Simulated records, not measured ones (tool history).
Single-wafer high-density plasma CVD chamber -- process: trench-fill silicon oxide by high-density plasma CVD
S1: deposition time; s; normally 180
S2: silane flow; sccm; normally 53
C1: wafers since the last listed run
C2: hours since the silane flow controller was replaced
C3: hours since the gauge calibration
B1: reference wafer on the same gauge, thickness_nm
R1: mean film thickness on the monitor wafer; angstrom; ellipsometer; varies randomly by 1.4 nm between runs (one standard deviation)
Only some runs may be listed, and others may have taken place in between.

run	hour	S1	S2	C1	C2	C3	B1	R1
1	0.0	189	53	0	3817.3	308.3	1070.047	9931.68
2	32.7	189	53	418	3850.0	341.0	1069.523	9916.86
3	47.2	189	53	185	3864.5	355.5	1069.597	9916.11
4	63.1	209	53	203	3880.4	371.4	1069.779	10984.27
5	87.9	180	51	317	3905.2	396.2	1070.013	9098.93
6	108.5	180	51	263	3925.8	416.8	1070.337	9106.98
7	129.9	180	51	273	3947.2	438.2	1069.218	9107.10
8	159.2	180	46	374	3976.5	467.5	1069.884	8215.43
9	172.2	180	46	166	3989.5	480.5	1070.710	8212.92
# hour 190.7: silane flow controller replaced
10	191.2	168	53	140	0.5	499.5	1069.982	8468.72
# hour 197.1: gauge calibrated
11	204.5	168	53	170	13.8	7.4	1070.148	8466.93
12	223.8	144	50	246	33.1	26.7	1070.625	6863.61
13	239.5	198	47	200	48.8	42.4	1069.957	8849.09
14	256.3	158	53	214	65.6	59.2	1070.555	7961.45
15	286.8	190	53	390	96.1	89.7	1070.206	9589.84
16	318.6	180	53	406	127.9	121.5	1070.307	9089.56
17	354.5	180	51	459	163.8	157.4	1070.128	8738.32
18	376.7	194	62	283	186.0	179.6	1070.397	11507.05
19	391.0	180	53	182	200.3	193.9	1069.469	9090.55
20	423.3	180	56	413	232.6	226.2	1069.777	9629.74
21	455.2	180	53	407	264.5	258.1	1069.980	9132.07
22	475.1	163	48	254	284.4	278.0	1069.767	7485.54

5 options for the next run, each taken on its own from the tool as it stands now. Forecast them:
A	475.6	180	53	6	284.9	278.5	?	?
B	475.6	199	62	6	284.9	278.5	?	?
C	475.6	153	53	6	284.9	278.5	?	?
D	475.6	197	60	6	284.9	278.5	?	?
E	475.6	196	47	6	284.9	278.5	?	?

run	B1	R1
A	1069.667	9106.36
B	1069.667	11777.17
C	1069.667	7740.40
D	1069.667	11282.72
E	1069.667	8793.27
Stripped of hidden state, with their random variation kept, the same runs would have yielded:
run	R1
A	9025.29
B	11672.32
C	7671.49
D	11182.27
E	8714.98
